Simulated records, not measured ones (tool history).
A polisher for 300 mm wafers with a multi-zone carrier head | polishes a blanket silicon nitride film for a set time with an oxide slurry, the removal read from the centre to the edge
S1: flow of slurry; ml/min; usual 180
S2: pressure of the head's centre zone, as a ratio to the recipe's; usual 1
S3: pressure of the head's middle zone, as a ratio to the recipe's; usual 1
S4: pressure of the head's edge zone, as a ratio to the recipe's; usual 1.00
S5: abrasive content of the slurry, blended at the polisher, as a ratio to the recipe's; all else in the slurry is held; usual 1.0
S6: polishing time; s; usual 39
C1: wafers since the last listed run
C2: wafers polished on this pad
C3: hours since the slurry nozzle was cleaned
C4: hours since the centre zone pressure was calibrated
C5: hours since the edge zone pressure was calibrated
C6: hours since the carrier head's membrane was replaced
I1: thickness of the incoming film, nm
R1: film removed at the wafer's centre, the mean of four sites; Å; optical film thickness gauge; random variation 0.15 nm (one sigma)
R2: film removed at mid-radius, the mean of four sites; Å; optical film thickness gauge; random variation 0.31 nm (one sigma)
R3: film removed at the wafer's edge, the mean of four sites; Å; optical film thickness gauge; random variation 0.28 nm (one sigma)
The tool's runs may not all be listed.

run	day	S1	S2	S3	S4	S5	S6	C1	C2	C3	C4	C5	C6	I1	R1	R2	R3
1	0.000	180	1	1	1.00	1.0	39	0	92	821.1	1180.4	940.0	1247.1	295.5	297	299	304
2	0.279	180	1	1	1.00	1.0	39	70	162	827.8	1187.1	946.7	1253.8	301.1	296	296	302
3	0.546	180	1	1	1.00	1.0	39	67	230	834.2	1193.5	953.1	1260.2	302.0	293	290	298
4	1.079	180	1	1	1.00	1.0	39	134	364	847.0	1206.3	965.9	1273.0	304.9	293	301	299
5	1.483	180	1	1	1.00	1.0	39	101	465	856.7	1216.0	975.6	1282.7	301.9	290	291	295
6	1.746	180	1	1	1.00	1.0	39	66	532	863.0	1222.3	981.9	1289.0	301.8	288	294	299
7	2.254	180	1	1	1.00	1.0	39	127	659	875.2	1234.5	994.1	1301.2	298.5	283	293	292
8	2.808	180	1	1	1.00	1.0	39	139	799	888.5	1247.8	1007.4	1314.5	303.3	284	291	289
# day 3.200: edge zone pressure recalibrated
# day 3.283: slurry nozzle cleaned
9	3.375	180	1	1	1.00	1.0	39	111	910	2.2	1261.4	4.2	1328.1	301.3	313	311	313
10	3.821	180	1	1	1.00	1.0	39	112	1022	12.9	1272.1	14.9	1338.8	301.6	316	310	312
11	4.208	180	1	1	0.96	1.0	43	97	1120	22.2	1281.4	24.2	1348.1	300.3	345	338	335
# day 4.446: worn pad replaced by a new one
12	4.567	180	1	1	1.00	1.0	39	48	30	30.8	1290.0	32.8	1356.7	299.6	328	332	321
13	4.875	160	1	1	0.92	0.9	39	77	107	38.2	1297.4	40.2	1364.1	297.0	307	304	289
14	5.317	115	1	1	1.00	1.0	30	111	218	48.8	1308.0	50.8	1374.7	302.6	232	234	236
15	5.800	180	1	1	1.00	1.0	39	121	340	60.4	1319.6	62.4	1386.3	305.6	318	323	319

Forecast run 16:
16	6.308	180	1	1	1.00	1.0	39	127	468	72.6	1331.8	74.6	1398.5	303.3	?	?	?

{"run 16": {"R1": 318, "R2": 325, "R3": 318}}
Without the tool's hidden state the same run would have given R1 327 Å, R2 334 Å, R3 326 Å.
